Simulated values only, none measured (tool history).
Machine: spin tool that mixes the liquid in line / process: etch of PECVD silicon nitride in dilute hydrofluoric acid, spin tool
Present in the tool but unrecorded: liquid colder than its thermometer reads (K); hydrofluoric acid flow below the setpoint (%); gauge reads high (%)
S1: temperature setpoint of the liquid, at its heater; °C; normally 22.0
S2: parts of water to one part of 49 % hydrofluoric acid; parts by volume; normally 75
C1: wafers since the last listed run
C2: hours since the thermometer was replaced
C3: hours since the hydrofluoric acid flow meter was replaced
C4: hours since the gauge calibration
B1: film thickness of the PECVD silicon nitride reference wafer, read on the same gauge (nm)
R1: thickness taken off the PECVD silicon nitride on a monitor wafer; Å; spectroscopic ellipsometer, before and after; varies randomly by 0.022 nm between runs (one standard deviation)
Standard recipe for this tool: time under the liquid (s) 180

{"run": 1, "hour": 0.0, "S1": 22.0, "S2": 75, "time under the liquid (s)": 180, "C1": 0, "C2": 1855.9, "C3": 1897.7, "C4": 2083.8, "B1": 109.994, "R1": 35.37}
{"run": 2, "hour": 53.1, "S1": 22.0, "S2": 75, "time under the liquid (s)": 180, "C1": 330, "C2": 1909.0, "C3": 1950.8, "C4": 2136.9, "B1": 110.0, "R1": 35.94}
{"run": 3, "hour": 98.7, "S1": 22.0, "S2": 75, "time under the liquid (s)": 180, "C1": 283, "C2": 1954.6, "C3": 1996.4, "C4": 2182.5, "B1": 110.011, "R1": 36.22}
{"run": 4, "hour": 184.0, "S1": 22.0, "S2": 75, "time under the liquid (s)": 180, "C1": 531, "C2": 2039.9, "C3": 2081.7, "C4": 2267.8, "B1": 110.017, "R1": 36.15}
{"run": 5, "hour": 306.1, "S1": 22.0, "S2": 75, "time under the liquid (s)": 180, "C1": 760, "C2": 2162.0, "C3": 2203.8, "C4": 2389.9, "B1": 109.989, "R1": 35.94}
{"run": 6, "hour": 405.1, "S1": 22.0, "S2": 75, "time under the liquid (s)": 255, "C1": 616, "C2": 2261.0, "C3": 2302.8, "C4": 2488.9, "B1": 110.019, "R1": 51.38}
{"run": 7, "hour": 502.4, "S1": 22.0, "S2": 75, "time under the liquid (s)": 255, "C1": 605, "C2": 2358.3, "C3": 2400.1, "C4": 2586.2, "B1": 109.999, "R1": 50.7}
{"run": 8, "hour": 575.2, "S1": 22.0, "S2": 75, "time under the liquid (s)": 255, "C1": 453, "C2": 2431.1, "C3": 2472.9, "C4": 2659.0, "B1": 110.002, "R1": 50.8}
{"hour": 636.1, "done": "hydrofluoric acid flow meter replaced"}
{"run": 9, "hour": 679.5, "S1": 22.0, "S2": 75, "time under the liquid (s)": 180, "C1": 643, "C2": 2535.4, "C3": 43.4, "C4": 2763.3, "B1": 109.989, "R1": 35.84}
{"run": 10, "hour": 759.0, "S1": 22.0, "S2": 75, "time under the liquid (s)": 180, "C1": 495, "C2": 2614.9, "C3": 122.9, "C4": 2842.8, "B1": 110.028, "R1": 36.0}
{"run": 11, "hour": 806.9, "S1": 22.0, "S2": 75, "time under the liquid (s)": 180, "C1": 298, "C2": 2662.8, "C3": 170.8, "C4": 2890.7, "B1": 109.99, "R1": 36.09}
{"hour": 847.0, "done": "gauge calibrated"}
{"hour": 900.2, "done": "thermometer replaced"}
{"run": 12, "hour": 902.5, "S1": 22.0, "S2": 75, "time under the liquid (s)": 180, "C1": 589, "C2": 2.3, "C3": 266.4, "C4": 55.5, "B1": 109.978, "R1": 35.87}
{"run": 13, "hour": 989.5, "S1": 22.0, "S2": 75, "time under the liquid (s)": 180, "C1": 541, "C2": 89.3, "C3": 353.4, "C4": 142.5, "B1": 110.037, "R1": 35.99}
{"run": 14, "hour": 1063.7, "S1": 22.0, "S2": 75, "time under the liquid (s)": 210, "C1": 462, "C2": 163.5, "C3": 427.6, "C4": 216.7, "B1": 109.956, "R1": 42.15}
{"run": 15, "hour": 1144.8, "S1": 22.0, "S2": 75, "time under the liquid (s)": 255, "C1": 505, "C2": 244.6, "C3": 508.7, "C4": 297.8, "B1": 109.999, "R1": 50.94}
{"run": 16, "hour": 1181.2, "S1": 23.5, "S2": 75, "time under the liquid (s)": 180, "C1": 226, "C2": 281.0, "C3": 545.1, "C4": 334.2, "B1": 110.043, "R1": 39.78}
{"run": 17, "hour": 1252.4, "S1": 22.0, "S2": 75, "time under the liquid (s)": 115, "C1": 443, "C2": 352.2, "C3": 616.3, "C4": 405.4, "B1": 109.973, "R1": 22.94}
{"run": 18, "hour": 1313.0, "S1": 22.0, "S2": 75, "time under the liquid (s)": 180, "C1": 377, "C2": 412.8, "C3": 676.9, "C4": 466.0, "B1": 110.0, "R1": 35.9}
{"run": 19, "hour": 1388.9, "S1": 22.0, "S2": 95, "time under the liquid (s)": 180, "C1": 472, "C2": 488.7, "C3": 752.8, "C4": 541.9, "B1": 109.997, "R1": 28.3}
{"run": 20, "hour": 1429.6, "S1": 20.0, "S2": 75, "time under the liquid (s)": 180, "C1": 253, "C2": 529.4, "C3": 793.5, "C4": 582.6, "B1": 109.987, "R1": 31.58}
{"run": 21, "hour": 1505.3, "S1": 22.0, "S2": 75, "time under the liquid (s)": 145, "C1": 471, "C2": 605.1, "C3": 869.2, "C4": 658.3, "B1": 109.994, "R1": 28.88}
{"run": 22, "hour": 1621.6, "S1": 20.5, "S2": 65, "time under the liquid (s)": 180, "C1": 724, "C2": 721.4, "C3": 985.5, "C4": 774.6, "B1": 110.0, "R1": 36.94}
{"run": 23, "hour": 1682.8, "S1": 22.0, "S2": 75, "time under the liquid (s)": 180, "C1": 381, "C2": 782.6, "C3": 1046.7, "C4": 835.8, "B1": 109.986, "R1": 35.97}
{"run": 24, "hour": 1733.4, "S1": 18.0, "S2": 105, "time under the liquid (s)": 105, "C1": 315, "C2": 833.2, "C3": 1097.3, "C4": 886.4, "B1": 109.982, "R1": 11.48}
{"run": 25, "hour": 1853.4, "S1": 20.0, "S2": 75, "time under the liquid (s)": 180, "C1": 747, "C2": 953.2, "C3": 1217.3, "C4": 1006.4, "B1": 110.018, "R1": 31.41}
{"run": 26, "hour": 1892.9, "S1": 24.5, "S2": 75, "time under the liquid (s)": 180, "C1": 245, "C2": 992.7, "C3": 1256.8, "C4": 1045.9, "B1": 109.995, "R1": 42.73}
{"run": 27, "hour": 2119.5, "S1": 22.0, "S2": 75, "time under the liquid (s)": 285, "C1": 1411, "C2": 1219.3, "C3": 1483.4, "C4": 1272.5, "B1": 110.013, "R1": 57.0}
{"run": 28, "hour": 2168.3, "S1": 22.0, "S2": 75, "time under the liquid (s)": 180, "C1": 303, "C2": 1268.1, "C3": 1532.2, "C4": 1321.3, "B1": 110.004, "R1": 35.91}
{"run": 29, "hour": 2265.8, "S1": 20.0, "S2": 75, "time under the liquid (s)": 180, "C1": 607, "C2": 1365.6, "C3": 1629.7, "C4": 1418.8, "B1": 110.028, "R1": 31.23}
{"run": 30, "hour": 2382.4, "S1": 20.5, "S2": 85, "time under the liquid (s)": 285, "C1": 726, "C2": 1482.2, "C3": 1746.3, "C4": 1535.4, "B1": 110.003, "R1": 45.67}
{"run": 31, "hour": 2484.8, "S1": 19.0, "S2": 35, "time under the liquid (s)": 270, "C1": 637, "C2": 1584.6, "C3": 1848.7, "C4": 1637.8, "B1": 109.998, "R1": 92.29}
{"run": 32, "hour": 2554.4, "S1": 25.5, "S2": 100, "time under the liquid (s)": 150, "C1": 433, "C2": 1654.2, "C3": 1918.3, "C4": 1707.4, "B1": 110.004, "R1": 28.28}

Exercise: give the hidden state of the tool at every run:
liquid colder than its thermometer reads (K): 0 in every run
hydrofluoric acid flow below the setpoint (%): 0 in every run
gauge reads high (%): 0 in every run

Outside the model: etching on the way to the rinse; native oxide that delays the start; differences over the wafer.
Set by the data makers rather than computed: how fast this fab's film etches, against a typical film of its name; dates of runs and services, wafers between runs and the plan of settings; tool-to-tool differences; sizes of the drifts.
